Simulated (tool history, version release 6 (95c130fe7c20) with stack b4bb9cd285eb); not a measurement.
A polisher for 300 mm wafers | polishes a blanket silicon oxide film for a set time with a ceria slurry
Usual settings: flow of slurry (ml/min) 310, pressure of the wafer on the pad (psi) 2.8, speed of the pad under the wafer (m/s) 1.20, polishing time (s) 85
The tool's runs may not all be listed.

run	hour	flow of slurry (ml/min)	pressure of the wafer on the pad (psi)	speed of the pad under the wafer (m/s)	polishing time (s)	incoming thickness of the incoming film, nm	film removed (Å)
1	0.0	310	2.8	1.34	85	1757.5	5494
# hour 24.6: head pressure recalibrated
# hour 38.3: worn pad replaced by a new one
2	42.5	310	2.8	1.34	85	1751.7	5318
3	81.6	310	3.5	1.30	85	1735.0	6441
4	158.6	310	3.5	1.30	85	1744.9	6485
5	206.8	310	2.8	1.20	85	1748.4	4842
# hour 216.4: slurry nozzle cleaned
6	258.8	310	2.8	1.20	85	1746.5	4708
7	313.2	310	2.8	1.20	85	1780.5	4763
8	401.2	310	2.8	1.20	103	1757.1	5625
# hour 446.4: worn pad replaced by a new one
9	451.6	310	2.8	1.20	103	1737.7	5739
10	509.7	310	2.8	1.50	85	1762.1	5895
11	549.9	310	2.8	1.50	85	1744.8	6065
12	620.0	310	3.5	1.20	95	1759.3	6762
# hour 656.6: slurry nozzle cleaned
# hour 859.2: worn pad replaced by a new one
13	937.9	270	2.8	1.20	85	1732.7	4771
14	1019.3	415	3.3	1.20	99	1780.5	6662
15	1079.4	310	2.8	1.20	102	1781.0	5748
# hour 1124.1: slurry nozzle cleaned
16	1131.6	310	2.8	1.20	85	1731.2	4776
# hour 1192.0: worn pad replaced by a new one
17	1197.0	310	2.1	1.52	85	1716.9	4473

The next listed run, before its measurement:
18	1270.1	265	3.2	1.36	68	1758.5	?

{"run 18": {"film removed (Å)": 5005}}
Without the tool's hidden state the same run would have given film removed (Å) 5005.
